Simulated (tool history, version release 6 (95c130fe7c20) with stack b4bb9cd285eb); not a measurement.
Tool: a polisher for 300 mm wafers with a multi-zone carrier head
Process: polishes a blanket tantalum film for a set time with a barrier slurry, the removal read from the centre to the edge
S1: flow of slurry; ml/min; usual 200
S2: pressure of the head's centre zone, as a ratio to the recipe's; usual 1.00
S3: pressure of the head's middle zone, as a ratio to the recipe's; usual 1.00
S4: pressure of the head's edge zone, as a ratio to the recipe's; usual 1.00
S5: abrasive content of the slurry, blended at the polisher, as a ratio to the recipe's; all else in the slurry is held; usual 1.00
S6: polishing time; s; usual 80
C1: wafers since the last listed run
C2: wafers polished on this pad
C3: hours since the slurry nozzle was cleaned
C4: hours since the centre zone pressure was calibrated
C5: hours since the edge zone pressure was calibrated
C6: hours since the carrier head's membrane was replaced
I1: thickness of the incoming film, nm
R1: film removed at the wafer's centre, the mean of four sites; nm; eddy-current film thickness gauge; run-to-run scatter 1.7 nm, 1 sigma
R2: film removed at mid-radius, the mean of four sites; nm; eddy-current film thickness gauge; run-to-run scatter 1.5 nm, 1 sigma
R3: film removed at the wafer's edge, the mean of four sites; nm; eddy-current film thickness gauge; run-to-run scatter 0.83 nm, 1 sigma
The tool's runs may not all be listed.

Run 1, hour 0.0: usual settings; C1 0; C2 1029; C3 688.1; C4 797.1; C5 253.5; C6 1688.3; I1 414.2. Result: R1 142.2 nm, R2 133.8 nm, R3 128.4 nm.
Run 2, hour 26.0: usual settings; C1 181; C2 1211; C3 714.1; C4 823.1; C5 279.5; C6 1714.3; I1 402.5. Result: R1 141.0 nm, R2 132.7 nm, R3 127.9 nm.
At hour 37.5: centre zone pressure recalibrated.
Run 3, hour 46.3: usual settings but S1 160 ml/min, S6 86 s; C1 127; C2 1338; C3 734.4; C4 8.8; C5 299.8; C6 1734.6; I1 403.7. Result: R1 153.0 nm, R2 138.9 nm, R3 135.0 nm.
At hour 59.2: worn pad replaced by a new one.
Run 4, hour 80.8: usual settings but S4 0.95, S6 101 s; C1 212; C2 150; C3 768.9; C4 43.3; C5 334.3; C6 1769.1; I1 413.7. Result: R1 188.1 nm, R2 165.0 nm, R3 159.2 nm.
Run 5, hour 113.7: usual settings but S4 0.95, S6 101 s; C1 229; C2 380; C3 801.8; C4 76.2; C5 367.2; C6 1802.0; I1 406.7. Result: R1 187.6 nm, R2 168.4 nm, R3 159.1 nm.
Run 6, hour 130.8: usual settings but S3 0.95, S4 0.92; C1 119; C2 500; C3 818.9; C4 93.3; C5 384.3; C6 1819.1; I1 408.1. Result: R1 146.0 nm, R2 126.5 nm, R3 125.5 nm.
At hour 135.5: edge zone pressure recalibrated.
Run 7, hour 160.1: usual settings but S3 0.90, S5 0.85; C1 190; C2 690; C3 848.2; C4 122.6; C5 24.6; C6 1848.4; I1 403.5. Result: R1 141.3 nm, R2 114.5 nm, R3 123.3 nm.
At hour 168.0: carrier head's membrane replaced by a new one.
At hour 172.7: centre zone pressure recalibrated, repeated, since the last time left the tool worse.
Run 8, hour 188.3: usual settings; C1 148; C2 838; C3 876.4; C4 15.6; C5 52.8; C6 20.3; I1 411.6. Result: R1 131.1 nm, R2 131.8 nm, R3 127.9 nm.
Run 9, hour 218.1: usual settings; C1 208; C2 1046; C3 906.2; C4 45.4; C5 82.6; C6 50.1; I1 410.9. Result: R1 130.3 nm, R2 131.3 nm, R3 128.4 nm.
At hour 244.1: slurry nozzle cleaned.
Run 10, hour 249.4: usual settings but S2 1.05, S5 0.90, S6 55 s; C1 211; C2 1258; C3 5.3; C4 76.7; C5 113.9; C6 81.4; I1 412.7. Result: R1 92.2 nm, R2 88.3 nm, R3 85.9 nm.
Run 11, hour 270.3: usual settings but S2 0.89; C1 145; C2 1404; C3 26.2; C4 97.6; C5 134.8; C6 102.3; I1 412.7. Result: R1 120.9 nm, R2 131.9 nm, R3 128.7 nm.
Run 12, hour 284.8: usual settings but S2 1.10, S3 0.90, S4 1.06, S6 64 s; C1 101; C2 1505; C3 40.7; C4 112.1; C5 149.3; C6 116.8; I1 408.8. Result: R1 115.4 nm, R2 97.8 nm, R3 104.8 nm.
At hour 296.2: worn pad replaced by a new one.
Run 13, hour 299.1: usual settings but S1 180 ml/min, S4 1.04, S5 1.10, S6 52 s; C1 71; C2 20; C3 55.0; C4 126.4; C5 163.6; C6 131.1; I1 412.0. Result: R1 87.9 nm, R2 86.0 nm, R3 85.9 nm.
Run 14, hour 319.0: usual settings; C1 138; C2 159; C3 74.9; C4 146.3; C5 183.5; C6 151.0; I1 412.4. Result: R1 136.2 nm, R2 130.2 nm, R3 128.4 nm.
Run 15, hour 332.1: usual settings; C1 91; C2 250; C3 88.0; C4 159.4; C5 196.6; C6 164.1; I1 418.5. Result: R1 134.5 nm, R2 134.3 nm, R3 128.5 nm.
Run 16, hour 355.9: usual settings; C1 166; C2 417; C3 111.8; C4 183.2; C5 220.4; C6 187.9; I1 409.8. Result: R1 137.0 nm, R2 133.9 nm, R3 128.1 nm.
Run 17, hour 385.6: usual settings; C1 207; C2 624; C3 141.5; C4 212.9; C5 250.1; C6 217.6; I1 408.5. Result: R1 135.9 nm, R2 132.5 nm, R3 127.1 nm.
Run 18, hour 413.0: usual settings but S4 0.91, S5 1.15, S6 56 s; C1 191; C2 815; C3 168.9; C4 240.3; C5 277.5; C6 245.0; I1 412.1. Result: R1 98.3 nm, R2 95.6 nm, R3 89.3 nm.
Run 19, hour 435.9: usual settings but S2 1.05, S5 1.15; C1 159; C2 975; C3 191.8; C4 263.2; C5 300.4; C6 267.9; I1 416.0. Result: R1 145.8 nm, R2 138.7 nm, R3 132.8 nm.
Run 20, hour 471.7: usual settings but S6 70 s; C1 249; C2 1225; C3 227.6; C4 299.0; C5 336.2; C6 303.7; I1 410.6. Result: R1 120.0 nm, R2 115.3 nm, R3 112.2 nm.
Run 21, hour 499.9: usual settings but S1 175 ml/min, S5 0.70, S6 62 s; C1 196; C2 1422; C3 255.8; C4 327.2; C5 364.4; C6 331.9; I1 412.9. Result: R1 97.0 nm, R2 92.9 nm, R3 89.5 nm.

4 ways to go on from here, each from the tool as it stands after run 21. What would each give?
Run A, hour 500.4: usual settings but S3 0.88; C1 3; C2 1426; C3 256.3; C4 327.7; C5 364.9; C6 332.4; I1 412.7. Result: R1 ?, R2 ?, R3 ?.
Run B, hour 500.4: usual settings but S4 1.05, S6 67 s; C1 3; C2 1426; C3 256.3; C4 327.7; C5 364.9; C6 332.4; I1 412.7. Result: R1 ?, R2 ?, R3 ?.
Run C, hour 500.4: usual settings but S1 160 ml/min, S4 1.07; C1 3; C2 1426; C3 256.3; C4 327.7; C5 364.9; C6 332.4; I1 412.7. Result: R1 ?, R2 ?, R3 ?.
Run D, hour 500.4: usual settings but S4 0.94; C1 3; C2 1426; C3 256.3; C4 327.7; C5 364.9; C6 332.4; I1 412.7. Result: R1 ?, R2 ?, R3 ?.

run     R1     R2     R3
  A  137.0  120.7  127.5
  B  114.8  112.5  108.5
  C  132.5  130.2  127.6
  D  137.1  134.3  124.5
Take away the tool's hidden state, keep each run's random variation, and the runs would have read:
run     R1     R2     R3
  A  132.0  120.7  127.5
  B  110.6  112.5  108.5
  C  127.6  130.2  127.6
  D  132.1  134.3  124.5

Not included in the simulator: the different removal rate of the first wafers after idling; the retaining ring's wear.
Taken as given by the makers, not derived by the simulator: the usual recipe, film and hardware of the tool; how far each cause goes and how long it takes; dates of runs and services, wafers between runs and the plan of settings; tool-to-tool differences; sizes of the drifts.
